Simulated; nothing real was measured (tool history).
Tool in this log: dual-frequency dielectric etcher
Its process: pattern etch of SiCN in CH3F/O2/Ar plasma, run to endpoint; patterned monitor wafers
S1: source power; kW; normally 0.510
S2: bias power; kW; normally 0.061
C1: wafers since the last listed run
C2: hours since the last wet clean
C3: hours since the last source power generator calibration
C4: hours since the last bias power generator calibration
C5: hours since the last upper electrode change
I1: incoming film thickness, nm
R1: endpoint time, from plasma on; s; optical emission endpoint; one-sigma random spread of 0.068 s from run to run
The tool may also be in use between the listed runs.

run,hour,S1,S2,C1,C2,C3,C4,C5,I1,R1
1,0.0,0.550,0.071,0,518.1,2356.2,1737.0,5025.8,9.55,19.9
2,17.9,0.550,0.071,194,536.0,2374.1,1754.9,5043.7,9.49,19.8
3,33.2,0.510,0.061,165,551.3,2389.4,1770.2,5059.0,9.61,21.6
# hour 65.4: wet clean of the chamber
4,65.9,0.510,0.061,94,0.5,2422.1,1802.9,5091.7,9.41,22.9
5,66.2,0.510,0.061,3,0.8,2422.4,1803.2,5092.0,9.42,23.0
6,66.5,0.510,0.061,3,1.1,2422.7,1803.5,5092.3,9.49,22.9
# hour 72.5: source power generator calibrated
# hour 73.2: bias power generator calibrated
7,77.7,0.610,0.061,70,12.3,5.2,4.5,5103.5,9.38,20.8
8,87.8,0.590,0.050,109,22.4,15.3,14.6,5113.6,9.49,22.7
# hour 119.9: upper electrode replaced
9,120.4,0.430,0.067,93,55.0,47.9,47.2,0.5,9.44,24.2
10,120.7,0.510,0.061,3,55.3,48.2,47.5,0.8,9.60,23.2
11,123.8,0.470,0.067,33,58.4,51.3,50.6,3.9,9.61,23.5
12,136.5,0.510,0.061,137,71.1,64.0,63.3,16.6,9.38,22.6
13,146.5,0.460,0.065,108,81.1,74.0,73.3,26.6,9.55,23.8
14,160.7,0.600,0.070,154,95.3,88.2,87.5,40.8,9.69,20.6
15,174.1,0.410,0.061,145,108.7,101.6,100.9,54.2,9.46,25.6

For each run, the measured value with the value that run would have given without the tool's hidden condition subtracted. The run-to-run variation is shared by both, the gauge scatter possibly not:
Unlogged tool condition in this case: etch rate over this chamber's usual, %; source power that arrives over what is set, %; bias power that arrives over what is set, %.
run,R1
1,-1.2
2,-1.2
3,-1.3
4,+0.3
5,+0.3
6,+0.3
7,+0.2
8,+0.2
9,+0.2
10,+0.1
11,+0.1
12,+0.2
13,+0.1
14,+0.0
15,+0.0
